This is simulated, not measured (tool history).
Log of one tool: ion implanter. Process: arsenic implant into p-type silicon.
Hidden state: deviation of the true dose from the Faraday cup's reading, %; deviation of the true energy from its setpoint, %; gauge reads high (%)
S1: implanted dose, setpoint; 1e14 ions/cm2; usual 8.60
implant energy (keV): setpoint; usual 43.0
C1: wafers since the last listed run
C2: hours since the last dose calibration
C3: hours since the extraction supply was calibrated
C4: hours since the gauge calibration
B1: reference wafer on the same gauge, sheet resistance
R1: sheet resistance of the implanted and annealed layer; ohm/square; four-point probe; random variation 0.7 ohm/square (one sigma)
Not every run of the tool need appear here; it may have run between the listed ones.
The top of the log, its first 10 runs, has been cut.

Run 11, day 23.162: usual settings but S1 7.02 1e14 ions/cm2, implant energy (keV) 38.0; C1 861; C2 621.2; C3 1796.4; C4 657.4; B1 130.85. Result: R1 143.18 ohm/square.
Run 12, day 24.504: usual settings but S1 7.02 1e14 ions/cm2, implant energy (keV) 38.0; C1 502; C2 653.4; C3 1828.6; C4 689.6; B1 131.06. Result: R1 142.66 ohm/square.
Run 13, day 27.225: usual settings but S1 7.02 1e14 ions/cm2, implant energy (keV) 38.0; C1 1019; C2 718.7; C3 1893.9; C4 754.9; B1 130.90. Result: R1 142.11 ohm/square.
At day 29.162: Faraday cup replaced and dose calibrated.
Run 14, day 29.183: usual settings but S1 9.17 1e14 ions/cm2; C1 608; C2 0.5; C3 1940.9; C4 801.9; B1 130.80. Result: R1 114.06 ohm/square.
Run 15, day 31.462: usual settings but S1 9.17 1e14 ions/cm2; C1 853; C2 55.2; C3 1995.6; C4 856.6; B1 130.87. Result: R1 114.95 ohm/square.
Run 16, day 32.912: usual settings but S1 9.17 1e14 ions/cm2; C1 543; C2 90.0; C3 2030.4; C4 891.4; B1 131.15. Result: R1 114.94 ohm/square.
Run 17, day 35.675: usual settings; C1 1034; C2 156.3; C3 2096.7; C4 957.7; B1 130.85. Result: R1 119.93 ohm/square.
Run 18, day 38.308: usual settings but S1 9.99 1e14 ions/cm2, implant energy (keV) 34.0; C1 986; C2 219.5; C3 2159.9; C4 1020.9; B1 130.70. Result: R1 112.15 ohm/square.
Run 19, day 40.312: usual settings but implant energy (keV) 52.5; C1 750; C2 267.6; C3 2208.0; C4 1069.0; B1 130.91. Result: R1 117.05 ohm/square.
Run 20, day 41.862: usual settings but S1 10.82 1e14 ions/cm2, implant energy (keV) 52.5; C1 580; C2 304.8; C3 2245.2; C4 1106.2; B1 130.85. Result: R1 98.65 ohm/square.
Run 21, day 44.046: usual settings but S1 10.44 1e14 ions/cm2, implant energy (keV) 39.0; C1 817; C2 357.2; C3 2297.6; C4 1158.6; B1 130.98. Result: R1 107.61 ohm/square.
At day 44.525: gauge calibrated.
Run 22, day 45.658: usual settings but S1 10.42 1e14 ions/cm2, implant energy (keV) 37.0; C1 603; C2 395.9; C3 2336.3; C4 27.2; B1 130.81. Result: R1 108.42 ohm/square.
Run 23, day 46.829: usual settings; C1 438; C2 424.0; C3 2364.4; C4 55.3; B1 130.94. Result: R1 121.41 ohm/square.
Run 24, day 49.667: usual settings but S1 10.82 1e14 ions/cm2, implant energy (keV) 52.5; C1 1062; C2 492.1; C3 2432.5; C4 123.4; B1 131.04. Result: R1 99.28 ohm/square.
Run 25, day 51.050: usual settings but S1 9.91 1e14 ions/cm2; C1 518; C2 525.3; C3 2465.7; C4 156.6; B1 130.87. Result: R1 109.80 ohm/square.
Run 26, day 52.321: usual settings but S1 7.27 1e14 ions/cm2, implant energy (keV) 55.5; C1 475; C2 555.8; C3 2496.2; C4 187.1; B1 131.00. Result: R1 132.63 ohm/square.
Run 27, day 54.488: usual settings but implant energy (keV) 50.0; C1 811; C2 607.8; C3 2548.2; C4 239.1; B1 131.08. Result: R1 117.87 ohm/square.
At day 55.429: extraction supply calibrated.
At day 58.096: Faraday cup replaced and dose calibrated.
Run 28, day 61.046: usual settings but S1 7.85 1e14 ions/cm2, implant energy (keV) 34.5; C1 2206; C2 70.8; C3 134.8; C4 396.5; B1 131.14. Result: R1 133.50 ohm/square.
Run 29, day 63.579: usual settings but S1 10.18 1e14 ions/cm2, implant energy (keV) 54.0; C1 948; C2 131.6; C3 195.6; C4 457.3; B1 131.01. Result: R1 102.12 ohm/square.
Run 30, day 64.917: usual settings; C1 500; C2 163.7; C3 227.7; C4 489.4; B1 131.07. Result: R1 120.42 ohm/square.
Run 31, day 67.533: usual settings but S1 10.44 1e14 ions/cm2, implant energy (keV) 39.0; C1 980; C2 226.5; C3 290.5; C4 552.2; B1 130.95. Result: R1 106.31 ohm/square.
Run 32, day 69.429: usual settings but S1 10.76 1e14 ions/cm2, implant energy (keV) 37.5; C1 710; C2 272.0; C3 336.0; C4 597.7; B1 131.15. Result: R1 106.18 ohm/square.
Run 33, day 70.912: usual settings but S1 7.40 1e14 ions/cm2; C1 555; C2 307.6; C3 371.6; C4 633.3; B1 130.96. Result: R1 134.73 ohm/square.
Run 34, day 73.408: usual settings but S1 9.17 1e14 ions/cm2; C1 934; C2 367.5; C3 431.5; C4 693.2; B1 131.10. Result: R1 115.28 ohm/square.

What if the next run were any one of these 3? Each begins from the tool's condition after run 34:
Run A, day 73.425: usual settings; C1 6; C2 367.9; C3 431.9; C4 693.6; B1 ?. Result: R1 ?.
Run B, day 73.425: usual settings but S1 11.13 1e14 ions/cm2, implant energy (keV) 33.0; C1 6; C2 367.9; C3 431.9; C4 693.6; B1 ?. Result: R1 ?.
Run C, day 73.425: usual settings but S1 11.13 1e14 ions/cm2; C1 6; C2 367.9; C3 431.9; C4 693.6; B1 ?. Result: R1 ?.

run      B1      R1
  A  131.01  121.44
  B  131.01  106.23
  C  131.01  101.44
Had the tool no hidden state, the same runs would have come out as:
run      R1
  A  121.44
  B  106.23
  C  101.44
